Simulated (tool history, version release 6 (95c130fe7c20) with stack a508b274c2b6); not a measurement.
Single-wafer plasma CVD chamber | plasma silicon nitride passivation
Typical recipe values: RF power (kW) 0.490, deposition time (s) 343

run    day  RF power (kW)  deposition time (s)  wafers since the last listed run  hours since the last RF generator calibration  hours since the showerhead was replaced  hours since the gauge calibration  read-back reference wafer on the same gauge, thickness_nm  mean film thickness on the monitor wafer (Å)
  1  0.000          0.425                  388                                 0                                          766.1                                   2667.9                              107.6                                                    472.045                                       5268.21
  2  0.475          0.425                  388                                72                                          777.5                                   2679.3                              119.0                                                    472.059                                       5275.19
  3  1.021          0.425                  388                                83                                          790.6                                   2692.4                              132.1                                                    471.981                                       5277.25
  4  1.350          0.490                  313                                50                                          798.5                                   2700.3                              140.0                                                    472.007                                       4415.72
  5  1.992          0.490                  313                                98                                          813.9                                   2715.7                              155.4                                                    472.087                                       4412.65
  6  2.700          0.490                  313                               108                                          830.9                                   2732.7                              172.4                                                    471.778                                       4418.18
  7  3.225          0.490                  343                                80                                          843.5                                   2745.3                              185.0                                                    471.820                                       4854.68
  8  3.538          0.490                  343                                48                                          851.0                                   2752.8                              192.5                                                    472.156                                       4854.26
     4.321  -- RF generator calibrated
  9  4.342          0.490                  343                                72                                            0.5                                   2772.1                              211.8                                                    471.769                                       4916.90
 10  4.442          0.525                  383                                15                                            2.9                                   2774.5                              214.2                                                    472.139                                       5594.31
     4.942  -- showerhead replaced
 11  4.962          0.490                  343                                28                                           15.4                                      0.5                              226.7                                                    472.007                                       4920.58
 12  5.292          0.490                  343                                50                                           23.3                                      8.4                              234.6                                                    471.942                                       4933.81
 13  5.929          0.490                  409                                97                                           38.6                                     23.7                              249.9                                                    472.103                                       5862.06
 14  6.738          0.490                  310                               124                                           58.0                                     43.1                              269.3                                                    471.906                                       4427.93

What does the tool deliver on the next run?
     7.304  -- gauge calibrated
 15  8.542          0.425                  388                               277                                          101.3                                     86.4                               29.7                                                          ?                                             ?

read-back reference wafer on the same gauge, thickness_nm: 471.876
mean film thickness on the monitor wafer (Å): 5337.43
Take away the tool's hidden state, keep the run-to-run variation as it was, and the same run would have given mean film thickness on the monitor wafer (Å) 5397.20.
